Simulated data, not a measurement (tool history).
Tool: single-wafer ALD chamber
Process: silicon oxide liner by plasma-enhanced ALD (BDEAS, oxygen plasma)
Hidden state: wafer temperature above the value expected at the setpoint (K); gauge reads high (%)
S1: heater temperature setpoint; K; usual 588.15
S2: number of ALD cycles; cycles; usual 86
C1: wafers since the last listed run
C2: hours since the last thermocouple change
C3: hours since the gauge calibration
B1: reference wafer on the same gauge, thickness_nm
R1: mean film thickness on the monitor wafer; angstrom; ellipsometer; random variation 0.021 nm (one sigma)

run    hour      S1   S2   C1      C2      C3     B1     R1
  1       0  592.15   86    0   818.8   426.2  9.725  82.56
  2    25.2  592.15   86   66     844   451.4  9.722  82.17
  3    86.1  588.15   86  161   904.9   512.3  9.706  83.28
  4   129.6  588.15   86  115   948.4   555.8  9.709  82.77
  5   166.9  588.15   86   98   985.7   593.1    9.7  82.51
  6   233.3  596.15   86  176  1052.1   659.5  9.699  81.67
  7   287.5  594.15   77  143  1106.3   713.7  9.691  73.69
  8   349.3  588.15   90  164  1168.1   775.5  9.684  86.93
      363.2  -- thermocouple changed; heater temperature recalibrated
  9   404.1  588.15   90  124    40.9   830.3  9.678  86.16
 10   552.2  588.15   86  393     189   978.4  9.665  82.36
 11   587.9  588.15   86   94   224.7  1014.1  9.661  82.19
 12   652.7  588.15   86  171   289.5  1078.9  9.649  82.47
 13   723.8  583.15   81  188   360.6    1150  9.636     78
      730.4  -- gauge calibrated
 14   766.6  588.15   90  113   403.4    36.2  9.789  87.35
 15   813.7  582.15  100  124   450.5    83.3  9.784  97.85
 16   873.2  599.15   70  157     510   142.8  9.778  66.82
 17   898.9  588.15   86   68   535.7   168.5  9.769  83.77
 18     954  588.15   70  146   590.8   223.6  9.778  67.86
 19   981.6  601.15   73   73   618.4   251.2   9.77  69.18
 20  1011.6  602.15   70   79   648.4   281.2  9.751  66.21
 21  1047.2  579.15   70   94     684   316.8  9.741  68.59
 22  1114.1  597.15   99  177   750.9   383.7   9.74  94.29

Forecast each of these 3 alternatives for the next run:
  A  1114.6  597.15  86   1  751.4  384.2   ?   ?
  B  1114.6  601.15  75   1  751.4  384.2   ?   ?
  C  1114.6  577.15  99   1  751.4  384.2   ?   ?

run     B1     R1
  A  9.757  81.89
  B  9.757  70.95
  C  9.757  97.39
Without the tool's hidden state the same runs would have given:
run     R1
  A  82.27
  B  71.27
  C  97.83
